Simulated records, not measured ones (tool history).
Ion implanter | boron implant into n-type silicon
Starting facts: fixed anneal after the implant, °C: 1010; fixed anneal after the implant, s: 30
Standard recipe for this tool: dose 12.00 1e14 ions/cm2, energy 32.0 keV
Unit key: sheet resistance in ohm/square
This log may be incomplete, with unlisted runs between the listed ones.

| run | hour | dose | energy | read-back reference wafer on the same gauge, sheet resistance | sheet resistance |
|---|---|---|---|---|---|
| 1 | 0.0 | 12.00 | 32.0 | 94.23 | 95.88 |
| 2 | 48.1 | 12.00 | 32.0 | 94.00 | 94.98 |
|  | 69.0 | gauge calibrated |
| 3 | 93.5 | 12.00 | 32.0 | 94.22 | 95.96 |
| 4 | 162.8 | 12.00 | 32.0 | 94.08 | 95.64 |
| 5 | 229.0 | 12.00 | 32.0 | 94.04 | 95.33 |
|  | 258.5 | Faraday cup replaced and dose calibrated |
| 6 | 270.1 | 9.60 | 28.0 | 94.30 | 113.77 |
| 7 | 296.9 | 9.60 | 28.0 | 94.16 | 114.01 |
| 8 | 365.4 | 9.60 | 28.0 | 94.03 | 114.32 |
|  | 409.7 | extraction supply calibrated |
| 9 | 410.1 | 14.97 | 27.5 | 94.07 | 80.19 |
| 10 | 436.0 | 15.12 | 28.0 | 94.16 | 79.55 |
| 11 | 481.3 | 12.00 | 32.0 | 94.15 | 95.13 |
| 12 | 543.6 | 12.00 | 41.5 | 94.14 | 93.66 |
|  | 594.2 | gauge calibrated |
| 13 | 607.9 | 9.13 | 32.0 | 94.02 | 118.74 |
| 14 | 678.5 | 13.82 | 27.5 | 94.10 | 85.96 |
| 15 | 723.5 | 15.27 | 22.0 | 94.06 | 81.86 |
| 16 | 791.3 | 9.60 | 28.0 | 94.11 | 116.11 |
| 17 | 844.2 | 10.29 | 42.5 | 94.23 | 106.67 |

Branching from run 17: 5 alternative next runs. What would each branch give?
| A | 844.6 | 12.00 | 32.0 | ? | ? |
| B | 844.6 | 15.37 | 32.0 | ? | ? |
| C | 844.6 | 9.33 | 32.0 | ? | ? |
| D | 844.6 | 13.77 | 35.5 | ? | ? |
| E | 844.6 | 14.08 | 36.5 | ? | ? |

| run | read-back reference wafer on the same gauge, sheet resistance | sheet resistance |
|---|---|---|
| A | 94.12 | 95.49 |
| B | 94.12 | 78.07 |
| C | 94.12 | 117.58 |
| D | 94.12 | 84.73 |
| E | 94.12 | 83.04 |
Without the tool's hidden state the same runs would have given:
| run | sheet resistance |
|---|---|
| A | 94.20 |
| B | 77.05 |
| C | 115.98 |
| D | 83.58 |
| E | 81.91 |
